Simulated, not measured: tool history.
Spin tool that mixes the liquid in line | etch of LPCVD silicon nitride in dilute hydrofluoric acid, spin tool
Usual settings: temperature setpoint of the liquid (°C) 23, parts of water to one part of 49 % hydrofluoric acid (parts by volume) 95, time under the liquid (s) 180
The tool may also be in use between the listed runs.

| run | hour | temperature setpoint of the liquid (°C) | parts of water to one part of 49 % hydrofluoric acid (parts by volume) | time under the liquid (s) | read-back film thickness of the LPCVD silicon nitride reference wafer, read on the same gauge (nm) | thickness taken off the LPCVD silicon nitride on a monitor wafer (nm) |
|---|---|---|---|---|---|---|
| 1 | 0 | 23 | 95 | 180 | 130.019 | 0.846 |
| 2 | 58.3 | 23 | 95 | 180 | 130.002 | 0.827 |
| 3 | 76.9 | 23 | 95 | 180 | 129.995 | 0.865 |
| 4 | 100.5 | 23 | 95 | 180 | 129.975 | 0.896 |
| 5 | 128.8 | 23 | 95 | 180 | 130.017 | 0.883 |
| 6 | 155.8 | 26 | 95 | 180 | 130.026 | 1.101 |
| 7 | 184.8 | 26 | 95 | 180 | 130.002 | 1.129 |
| 8 | 198.7 | 23 | 95 | 180 | 130.031 | 0.891 |
| 9 | 233.3 | 23 | 95 | 180 | 130.019 | 0.889 |
| 10 | 266.3 | 18.5 | 95 | 180 | 129.981 | 0.677 |
| 11 | 293.5 | 23 | 95 | 180 | 129.996 | 0.88 |
| 12 | 314.4 | 20.5 | 95 | 180 | 129.981 | 0.779 |
|  | 321.1 | gauge calibrated |
| 13 | 334.3 | 23 | 135 | 180 | 130.022 | 0.642 |
| 14 | 349.6 | 23 | 65 | 225 | 129.985 | 1.585 |
| 15 | 377.6 | 20 | 75 | 180 | 130.025 | 0.882 |
| 16 | 411.8 | 23 | 95 | 180 | 130.006 | 0.895 |
| 17 | 430 | 23 | 120 | 135 | 130.003 | 0.53 |
| 18 | 451.9 | 25 | 95 | 125 | 129.987 | 0.691 |
| 19 | 470.6 | 23 | 95 | 80 | 129.967 | 0.411 |
| 20 | 499 | 27.5 | 95 | 180 | 130.038 | 1.195 |
| 21 | 533 | 20.5 | 120 | 115 | 129.987 | 0.393 |
| 22 | 550.4 | 23 | 95 | 180 | 130.012 | 0.925 |
| 23 | 579.5 | 23 | 95 | 180 | 130.004 | 0.94 |
| 24 | 604.3 | 25.5 | 145 | 255 | 129.995 | 1.005 |
| 25 | 623.1 | 27 | 60 | 180 | 130.004 | 1.933 |
| 26 | 655.9 | 27 | 135 | 180 | 129.99 | 0.835 |
| 27 | 689.3 | 19.5 | 95 | 180 | 130.008 | 0.735 |
| 28 | 711.2 | 26.5 | 95 | 130 | 130.034 | 0.856 |
| 29 | 733.4 | 27.5 | 135 | 140 | 129.999 | 0.688 |
| 30 | 763.7 | 23 | 95 | 180 | 129.964 | 0.921 |
| 31 | 777 | 23 | 95 | 180 | 129.999 | 0.963 |
| 32 | 791.1 | 23 | 95 | 90 | 129.996 | 0.467 |

4 ways to go on from here, each from the tool as it stands after run 32. What would each give?
| A | 791.6 | 23 | 95 | 180 | ? | ? |
| B | 791.6 | 20 | 70 | 235 | ? | ? |
| C | 791.6 | 21 | 95 | 180 | ? | ? |
| D | 791.6 | 23 | 95 | 70 | ? | ? |

| run | read-back film thickness of the LPCVD silicon nitride reference wafer, read on the same gauge (nm) | thickness taken off the LPCVD silicon nitride on a monitor wafer (nm) |
|---|---|---|
| A | 129.992 | 0.876 |
| B | 129.992 | 1.263 |
| C | 129.992 | 0.767 |
| D | 129.992 | 0.341 |
Without the tool's hidden state the same runs would have given:
| run | thickness taken off the LPCVD silicon nitride on a monitor wafer (nm) |
|---|---|
| A | 0.793 |
| B | 1.14 |
| C | 0.694 |
| D | 0.309 |

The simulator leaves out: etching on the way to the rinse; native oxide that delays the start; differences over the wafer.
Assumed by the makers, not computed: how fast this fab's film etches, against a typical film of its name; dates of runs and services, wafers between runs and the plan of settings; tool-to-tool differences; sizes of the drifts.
